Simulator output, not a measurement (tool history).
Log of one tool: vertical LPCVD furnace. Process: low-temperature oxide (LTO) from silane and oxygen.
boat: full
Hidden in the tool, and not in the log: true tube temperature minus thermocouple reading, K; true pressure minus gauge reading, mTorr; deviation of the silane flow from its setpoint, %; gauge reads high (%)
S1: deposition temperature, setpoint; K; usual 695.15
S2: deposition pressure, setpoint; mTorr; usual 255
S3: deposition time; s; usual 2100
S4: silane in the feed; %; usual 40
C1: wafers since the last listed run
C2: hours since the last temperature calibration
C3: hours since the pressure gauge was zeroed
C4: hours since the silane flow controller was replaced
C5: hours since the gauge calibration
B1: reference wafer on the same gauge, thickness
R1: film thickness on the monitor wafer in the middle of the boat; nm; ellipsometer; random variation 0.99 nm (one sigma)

Run 1, hour 0.0: usual settings but S4 36 %; C1 0; C2 3374.8; C3 2244.3; C4 5511.1; C5 67.7; B1 502.98. Result: R1 476.26 nm.
Run 2, hour 62.0: usual settings but S4 36 %; C1 906; C2 3436.8; C3 2306.3; C4 5573.1; C5 129.7; B1 502.97. Result: R1 477.46 nm.
Run 3, hour 88.0: usual settings but S1 699.15 K, S4 37 %; C1 379; C2 3462.8; C3 2332.3; C4 5599.1; C5 155.7; B1 503.06. Result: R1 514.28 nm.
Run 4, hour 156.4: usual settings; C1 999; C2 3531.2; C3 2400.7; C4 5667.5; C5 224.1; B1 502.88. Result: R1 538.96 nm.
Run 5, hour 202.3: usual settings; C1 670; C2 3577.1; C3 2446.6; C4 5713.4; C5 270.0; B1 503.10. Result: R1 539.65 nm.
Run 6, hour 269.9: usual settings; C1 987; C2 3644.7; C3 2514.2; C4 5781.0; C5 337.6; B1 502.81. Result: R1 536.81 nm.
At hour 355.7: thermocouples replaced and temperature profile calibrated.
Run 7, hour 356.2: usual settings; C1 910; C2 0.5; C3 2600.5; C4 5867.3; C5 423.9; B1 502.78. Result: R1 517.83 nm.
At hour 412.5: pressure gauge zeroed.
At hour 416.1: silane flow controller replaced.
Run 8, hour 416.6: usual settings; C1 479; C2 60.9; C3 4.1; C4 0.5; C5 484.3; B1 502.83. Result: R1 534.60 nm.
Run 9, hour 447.6: usual settings; C1 453; C2 91.9; C3 35.1; C4 31.5; C5 515.3; B1 503.18. Result: R1 533.90 nm.
Run 10, hour 484.9: usual settings but S1 688.15 K, S2 275 mTorr, S4 48 %; C1 545; C2 129.2; C3 72.4; C4 68.8; C5 552.6; B1 503.01. Result: R1 646.21 nm.
Run 11, hour 538.3: usual settings but S1 705.15 K, S2 220 mTorr, S3 2820 s; C1 780; C2 182.6; C3 125.8; C4 122.2; C5 606.0; B1 502.70. Result: R1 684.55 nm.
Run 12, hour 592.3: usual settings but S1 689.15 K, S3 1440 s, S4 45 %; C1 789; C2 236.6; C3 179.8; C4 176.2; C5 660.0; B1 503.05. Result: R1 391.34 nm.
At hour 616.6: gauge calibrated.
Run 13, hour 633.5: usual settings but S2 210 mTorr, S4 34 %; C1 602; C2 277.8; C3 221.0; C4 217.4; C5 16.9; B1 503.00. Result: R1 362.75 nm.
Run 14, hour 668.2: usual settings; C1 507; C2 312.5; C3 255.7; C4 252.1; C5 51.6; B1 502.79. Result: R1 537.80 nm.
Run 15, hour 734.9: usual settings but S1 701.15 K, S2 210 mTorr; C1 974; C2 379.2; C3 322.4; C4 318.8; C5 118.3; B1 503.02. Result: R1 469.74 nm.
Run 16, hour 761.5: usual settings but S2 270 mTorr, S3 2820 s, S4 37 %; C1 388; C2 405.8; C3 349.0; C4 345.4; C5 144.9; B1 503.01. Result: R1 696.88 nm.
Run 17, hour 824.5: usual settings; C1 920; C2 468.8; C3 412.0; C4 408.4; C5 207.9; B1 503.08. Result: R1 538.45 nm.

5 ways to go on from here, each from the tool as it stands after run 17. What would each give?
Run A, hour 828.5: usual settings but S3 1590 s; C1 58; C2 472.8; C3 416.0; C4 412.4; C5 211.9; B1 ?. Result: R1 ?.
Run B, hour 828.5: usual settings but S2 300 mTorr; C1 58; C2 472.8; C3 416.0; C4 412.4; C5 211.9; B1 ?. Result: R1 ?.
Run C, hour 828.5: usual settings but S4 44 %; C1 58; C2 472.8; C3 416.0; C4 412.4; C5 211.9; B1 ?. Result: R1 ?.
Run D, hour 828.5: usual settings but S3 1530 s, S4 35 %; C1 58; C2 472.8; C3 416.0; C4 412.4; C5 211.9; B1 ?. Result: R1 ?.
Run E, hour 828.5: usual settings but S2 220 mTorr, S3 1470 s; C1 58; C2 472.8; C3 416.0; C4 412.4; C5 211.9; B1 ?. Result: R1 ?.

run      B1      R1
  A  503.32  408.89
  B  503.32  635.57
  C  503.32  596.54
  D  503.32  335.61
  E  503.32  326.02
Without the tool's hidden state the same runs would have given:
run      R1
  A  401.98
  B  624.61
  C  586.83
  D  329.69
  E  320.63
